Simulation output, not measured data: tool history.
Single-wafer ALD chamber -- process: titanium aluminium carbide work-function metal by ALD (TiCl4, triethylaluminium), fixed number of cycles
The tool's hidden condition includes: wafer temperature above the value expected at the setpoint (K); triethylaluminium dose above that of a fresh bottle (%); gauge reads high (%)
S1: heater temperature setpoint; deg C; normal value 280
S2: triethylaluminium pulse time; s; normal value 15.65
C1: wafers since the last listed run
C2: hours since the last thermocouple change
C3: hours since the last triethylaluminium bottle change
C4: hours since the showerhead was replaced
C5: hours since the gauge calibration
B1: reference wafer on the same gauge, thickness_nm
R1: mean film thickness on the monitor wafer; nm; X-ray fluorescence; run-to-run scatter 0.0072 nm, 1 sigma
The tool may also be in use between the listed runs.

run 1 day=0 | S1=280 S2=15.65 | C1=0 C2=1153.1 C3=1054.2 C4=3687.7 C5=127.9 | B1=1.541 | R1=1.781
run 2 day=1.667 | S1=280 S2=15.65 | C1=274 C2=1193.1 C3=1094.2 C4=3727.7 C5=167.9 | B1=1.538 | R1=1.775
run 3 day=2.833 | S1=280 S2=14.21 | C1=191 C2=1221.1 C3=1122.2 C4=3755.7 C5=195.9 | B1=1.539 | R1=1.783
run 4 day=5.358 | S1=280 S2=14.21 | C1=415 C2=1281.7 C3=1182.8 C4=3816.3 C5=256.5 | B1=1.541 | R1=1.785
run 5 day=6.471 | S1=280 S2=14.21 | C1=183 C2=1308.4 C3=1209.5 C4=3843 C5=283.2 | B1=1.542 | R1=1.782
run 6 day=9.238 | S1=280 S2=15.65 | C1=455 C2=1374.8 C3=1275.9 C4=3909.4 C5=349.6 | B1=1.541 | R1=1.799
run 7 day=10.504 | S1=280 S2=15.65 | C1=208 C2=1405.2 C3=1306.3 C4=3939.8 C5=380 | B1=1.542 | R1=1.784
-- day=12.058 showerhead replaced
run 8 day=12.558 | S1=287 S2=13.01 | C1=283 C2=1454.5 C3=1355.6 C4=12 C5=429.3 | B1=1.542 | R1=1.835
run 9 day=15.292 | S1=277 S2=15.65 | C1=449 C2=1520.1 C3=1421.2 C4=77.6 C5=494.9 | B1=1.54 | R1=1.765
run 10 day=17.854 | S1=277 S2=15.65 | C1=421 C2=1581.6 C3=1482.7 C4=139.1 C5=556.4 | B1=1.54 | R1=1.759
run 11 day=19.112 | S1=285 S2=17.74 | C1=207 C2=1611.8 C3=1512.9 C4=169.3 C5=586.6 | B1=1.539 | R1=1.858
run 12 day=20.467 | S1=268 S2=11.31 | C1=222 C2=1644.3 C3=1545.4 C4=201.8 C5=619.1 | B1=1.539 | R1=1.645
run 13 day=22.042 | S1=286 S2=10.92 | C1=259 C2=1682.1 C3=1583.2 C4=239.6 C5=656.9 | B1=1.54 | R1=1.8
run 14 day=23.471 | S1=280 S2=15.65 | C1=235 C2=1716.4 C3=1617.5 C4=273.9 C5=691.2 | B1=1.54 | R1=1.79
-- day=24.188 gauge calibrated
-- day=25.071 thermocouple changed; heater temperature recalibrated
run 15 day=25.604 | S1=266 S2=10.37 | C1=296 C2=12.8 C3=1668.7 C4=325.1 C5=34 | B1=1.539 | R1=1.493
-- day=26.779 triethylaluminium bottle replaced
run 16 day=27.092 | S1=293 S2=13.32 | C1=189 C2=48.5 C3=7.5 C4=360.8 C5=69.7 | B1=1.539 | R1=1.787
run 17 day=28.904 | S1=289 S2=11.17 | C1=298 C2=92 C3=51 C4=404.3 C5=113.2 | B1=1.542 | R1=1.716
run 18 day=31.792 | S1=280 S2=15.65 | C1=475 C2=161.3 C3=120.3 C4=473.6 C5=182.5 | B1=1.54 | R1=1.677
-- day=33.262 thermocouple changed; heater temperature recalibrated, repeated, since the last time left the tool worse
run 19 day=34.512 | S1=292 S2=17.84 | C1=392 C2=30 C3=185.6 C4=538.9 C5=247.8 | B1=1.539 | R1=1.865
run 20 day=36.471 | S1=280 S2=14.21 | C1=322 C2=77 C3=232.6 C4=585.9 C5=294.8 | B1=1.538 | R1=1.745

Each row is a separate what-if for the run after 20, all from the same tool condition, not one after another. Results?
run A day=36.488 | S1=280 S2=15.65 | C1=2 C2=77.4 C3=233 C4=586.3 C5=295.2 | B1=? | R1=?
run B day=36.488 | S1=269 S2=19.13 | C1=2 C2=77.4 C3=233 C4=586.3 C5=295.2 | B1=? | R1=?
run C day=36.488 | S1=290 S2=18.74 | C1=2 C2=77.4 C3=233 C4=586.3 C5=295.2 | B1=? | R1=?
run D day=36.488 | S1=269 S2=15.65 | C1=2 C2=77.4 C3=233 C4=586.3 C5=295.2 | B1=? | R1=?
run E day=36.488 | S1=294 S2=11.72 | C1=2 C2=77.4 C3=233 C4=586.3 C5=295.2 | B1=? | R1=?

run=A B1=1.54 R1=1.756
run=B B1=1.54 R1=1.66
run=C B1=1.54 R1=1.856
run=D B1=1.54 R1=1.654
run=E B1=1.54 R1=1.852
With the hidden condition removed and each run's random variation left untouched, the same runs would have given:
run=A R1=1.752
run=B R1=1.656
run=C R1=1.851
run=D R1=1.65
run=E R1=1.848
